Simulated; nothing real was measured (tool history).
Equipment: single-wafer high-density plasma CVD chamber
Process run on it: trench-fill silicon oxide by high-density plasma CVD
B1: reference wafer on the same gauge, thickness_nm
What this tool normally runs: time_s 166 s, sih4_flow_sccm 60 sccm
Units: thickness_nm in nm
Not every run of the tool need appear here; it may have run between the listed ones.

run 1 hour=0.0 | time_s=166 sih4_flow_sccm=60 | B1=1210.010 | thickness_nm=1107.045
-- hour=6.3 gauge calibrated
run 2 hour=61.0 | time_s=166 sih4_flow_sccm=60 | B1=1209.696 | thickness_nm=1105.923
run 3 hour=117.2 | time_s=158 sih4_flow_sccm=60 | B1=1209.532 | thickness_nm=1056.657
run 4 hour=147.6 | time_s=158 sih4_flow_sccm=60 | B1=1210.017 | thickness_nm=1049.812
run 5 hour=173.2 | time_s=153 sih4_flow_sccm=60 | B1=1210.500 | thickness_nm=1019.229
run 6 hour=204.3 | time_s=153 sih4_flow_sccm=60 | B1=1210.358 | thickness_nm=1014.193
run 7 hour=256.8 | time_s=153 sih4_flow_sccm=60 | B1=1210.313 | thickness_nm=1016.963
run 8 hour=302.3 | time_s=166 sih4_flow_sccm=60 | B1=1209.962 | thickness_nm=1098.663
run 9 hour=342.3 | time_s=166 sih4_flow_sccm=60 | B1=1210.027 | thickness_nm=1103.272
run 10 hour=406.0 | time_s=166 sih4_flow_sccm=60 | B1=1210.380 | thickness_nm=1098.352
run 11 hour=472.1 | time_s=166 sih4_flow_sccm=60 | B1=1210.004 | thickness_nm=1098.557
run 12 hour=508.5 | time_s=154 sih4_flow_sccm=60 | B1=1209.803 | thickness_nm=1018.694
run 13 hour=561.9 | time_s=154 sih4_flow_sccm=60 | B1=1210.259 | thickness_nm=1015.923
run 14 hour=630.8 | time_s=144 sih4_flow_sccm=60 | B1=1209.675 | thickness_nm=948.345
run 15 hour=805.9 | time_s=144 sih4_flow_sccm=60 | B1=1209.748 | thickness_nm=940.737
run 16 hour=855.6 | time_s=166 sih4_flow_sccm=54 | B1=1210.029 | thickness_nm=991.769
run 17 hour=885.7 | time_s=177 sih4_flow_sccm=60 | B1=1210.268 | thickness_nm=1160.528
run 18 hour=925.1 | time_s=152 sih4_flow_sccm=60 | B1=1210.021 | thickness_nm=989.825
run 19 hour=951.3 | time_s=166 sih4_flow_sccm=60 | B1=1210.274 | thickness_nm=1082.343
run 20 hour=987.7 | time_s=166 sih4_flow_sccm=60 | B1=1209.753 | thickness_nm=1081.071
-- hour=1044.0 silane flow controller replaced
run 21 hour=1050.0 | time_s=166 sih4_flow_sccm=60 | B1=1210.428 | thickness_nm=1123.749
run 22 hour=1088.6 | time_s=151 sih4_flow_sccm=50 | B1=1210.079 | thickness_nm=871.507
run 23 hour=1138.4 | time_s=193 sih4_flow_sccm=60 | B1=1210.773 | thickness_nm=1303.573
run 24 hour=1163.7 | time_s=158 sih4_flow_sccm=60 | B1=1209.562 | thickness_nm=1063.105
run 25 hour=1194.7 | time_s=155 sih4_flow_sccm=67 | B1=1209.485 | thickness_nm=1159.396
run 26 hour=1228.6 | time_s=136 sih4_flow_sccm=60 | B1=1209.572 | thickness_nm=919.688
-- hour=1244.7 gauge calibrated
run 27 hour=1297.2 | time_s=192 sih4_flow_sccm=55 | B1=1210.406 | thickness_nm=1201.172
run 28 hour=1332.3 | time_s=144 sih4_flow_sccm=66 | B1=1209.647 | thickness_nm=1061.601
run 29 hour=1480.8 | time_s=166 sih4_flow_sccm=49 | B1=1210.273 | thickness_nm=941.900
run 30 hour=1549.1 | time_s=175 sih4_flow_sccm=64 | B1=1209.543 | thickness_nm=1256.213
run 31 hour=1586.7 | time_s=138 sih4_flow_sccm=71 | B1=1209.459 | thickness_nm=1088.850
run 32 hour=1629.2 | time_s=166 sih4_flow_sccm=49 | B1=1209.754 | thickness_nm=941.805
run 33 hour=1663.4 | time_s=191 sih4_flow_sccm=60 | B1=1210.250 | thickness_nm=1287.785

Per-run results on a tool with no hidden state, each run keeping its own random variation:
The tool's hidden condition here consists of: delivered silane flow above the setpoint (%); gauge reads high (%).
run=1 thickness_nm=1128.970
run=2 thickness_nm=1129.357
run=3 thickness_nm=1080.433
run=4 thickness_nm=1074.193
run=5 thickness_nm=1043.528
run=6 thickness_nm=1039.142
run=7 thickness_nm=1043.308
run=8 thickness_nm=1128.394
run=9 thickness_nm=1134.269
run=10 thickness_nm=1131.063
run=11 thickness_nm=1133.247
run=12 thickness_nm=1051.892
run=13 thickness_nm=1050.565
run=14 thickness_nm=982.577
run=15 thickness_nm=979.704
run=16 thickness_nm=1034.414
run=17 thickness_nm=1211.557
run=18 thickness_nm=1034.621
run=19 thickness_nm=1132.264
run=20 thickness_nm=1132.250
run=21 thickness_nm=1133.912
run=22 thickness_nm=879.396
run=23 thickness_nm=1315.417
run=24 thickness_nm=1072.791
run=25 thickness_nm=1170.006
run=26 thickness_nm=928.154
run=27 thickness_nm=1212.399
run=28 thickness_nm=1071.619
run=29 thickness_nm=951.269
run=30 thickness_nm=1269.092
run=31 thickness_nm=1100.217
run=32 thickness_nm=951.851
run=33 thickness_nm=1301.773
